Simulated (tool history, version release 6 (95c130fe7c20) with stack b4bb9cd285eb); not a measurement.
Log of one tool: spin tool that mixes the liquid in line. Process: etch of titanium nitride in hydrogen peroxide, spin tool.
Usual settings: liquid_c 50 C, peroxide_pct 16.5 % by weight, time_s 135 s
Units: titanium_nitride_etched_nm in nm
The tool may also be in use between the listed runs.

run,hour,liquid_c,peroxide_pct,time_s,wafers since the last listed run,hours since the thermometer was replaced,hours since the peroxide flow meter was replaced,hours since the heated supply line was repaired,hours since the drum of peroxide was connected,hours since the gauge calibration,"read-back film thickness of the titanium nitride reference wafer, read on the same gauge (nm)",titanium_nitride_etched_nm
1,0,50,16.5,135,0,943.2,326.5,83.2,1244.5,2797.7,149.95,11.03
2,79.7,50,16.5,135,775,1022.9,406.2,162.9,1324.2,2877.4,149.99,11.18
# hour 96.7: new drum of peroxide connected
3,184.1,50,16.5,135,1006,1127.3,510.6,267.3,87.4,2981.8,149.99,10.84
4,278.9,50,16.5,135,922,1222.1,605.4,362.1,182.2,3076.6,150.01,10.93
# hour 316.8: gauge calibrated
5,356.4,50,16.5,135,754,1299.6,682.9,439.6,259.7,39.6,150,10.97
6,397.4,42.5,13.5,135,399,1340.6,723.9,480.6,300.7,80.6,149.98,6.06
7,499,42.5,13.5,135,988,1442.2,825.5,582.2,402.3,182.2,150,5.98
8,552.6,50,16.5,135,521,1495.8,879.1,635.8,455.9,235.8,150.04,10.96
9,659.5,54,12.5,180,1040,1602.7,986,742.7,562.8,342.7,150.03,18.21
10,739.1,45.5,16.5,85,774,1682.3,1065.6,822.3,642.4,422.3,149.98,4.86
# hour 778.8: heated supply line repaired
11,788.5,50,18.5,185,471,1731.7,1115,9.7,691.8,471.7,150.03,15.39
12,875.1,50,16.5,135,842,1818.3,1201.6,96.3,778.4,558.3,149.99,10.83
# hour 956.7: peroxide flow meter replaced
13,979.5,50,16.5,135,1006,1922.7,22.8,200.7,882.8,662.7,149.98,10.81
14,1028.4,50,16.5,135,475,1971.6,71.7,249.6,931.7,711.6,150.01,10.6
15,1132.4,56.5,14,195,1012,2075.6,175.7,353.6,1035.7,815.6,149.96,23.72
16,1223.6,59,12.5,170,887,2166.8,266.9,444.8,1126.9,906.8,149.99,23.62
17,1273.2,58,14,135,482,2216.4,316.5,494.4,1176.5,956.4,150.01,18
# hour 1294.5: thermometer replaced
18,1356.9,45.5,16.5,135,804,62.4,400.2,578.1,1260.2,1040.1,150.03,8.23
19,1408.5,50,15,135,502,114,451.8,629.7,1311.8,1091.7,150.05,11.21
# hour 1430.5: heated supply line repaired
# hour 1497.4: new drum of peroxide connected
20,1511.7,45,14,65,984,217.2,555,81.2,14.3,1194.9,149.98,3.68
21,1776.3,44.5,14,135,2575,481.8,819.6,345.8,278.9,1459.5,149.99,7.48
22,1870.2,60,12,175,913,575.7,913.5,439.7,372.8,1553.4,149.99,27.65
23,1977.3,50,16.5,135,1042,682.8,1020.6,546.8,479.9,1660.5,149.99,11.34
24,2038.4,58.5,21,190,594,743.9,1081.7,607.9,541,1721.6,149.96,29.66
# hour 2081.1: peroxide flow meter replaced
25,2136.6,59,16.5,175,945,842.1,55.5,706.1,639.2,1819.8,149.96,27.54
# hour 2241.8: heated supply line repaired
26,2428.8,54.5,13.5,180,2833,1134.3,347.7,187,931.4,2112,149.99,19.45

Take each entry between the runs: how does the hidden state at the last listed run before it differ from the hidden state at the first listed run after it?
From run 2 to run 3: new drum of peroxide connected (hour 96.7)
  liquid colder than its thermometer reads (K): 0.631 -> 0.683
  what was measured, less what the result would be without the hidden state, titanium_nitride_etched_nm: -0.52 -> -0.55 nm
From run 4 to run 5: gauge calibrated (hour 316.8)
  liquid colder than its thermometer reads (K): 0.73 -> 0.769
  what was measured, less what the result would be without the hidden state, titanium_nitride_etched_nm: -0.59 -> -0.63 nm
From run 10 to run 11: heated supply line repaired (hour 778.8)
  liquid colder than its thermometer reads (K): 0.959 -> 0.984
  what was measured, less what the result would be without the hidden state, titanium_nitride_etched_nm: -0.36 -> -1.14 nm
From run 12 to run 13: peroxide flow meter replaced (hour 956.7)
  liquid colder than its thermometer reads (K): 1.03 -> 1.08
  what was measured, less what the result would be without the hidden state, titanium_nitride_etched_nm: -0.84 -> -0.88 nm
From run 17 to run 18: thermometer replaced (hour 1294.5)
  liquid colder than its thermometer reads (K): 1.22 -> 0.0474
  what was measured, less what the result would be without the hidden state, titanium_nitride_etched_nm: -1.58 -> -0.03 nm
From run 19 to run 20: heated supply line repaired (hour 1430.5); new drum of peroxide connected (hour 1497.4)
  liquid colder than its thermometer reads (K): 0.073 -> 0.124
  what was measured, less what the result would be without the hidden state, titanium_nitride_etched_nm: -0.06 -> -0.04 nm
From run 24 to run 25: peroxide flow meter replaced (hour 2081.1)
  liquid colder than its thermometer reads (K): 0.386 -> 0.435
  what was measured, less what the result would be without the hidden state, titanium_nitride_etched_nm: -0.81 -> -0.82 nm
From run 25 to run 26: heated supply line repaired (hour 2241.8)
  liquid colder than its thermometer reads (K): 0.435 -> 0.58
  what was measured, less what the result would be without the hidden state, titanium_nitride_etched_nm: -0.82 -> -0.81 nm
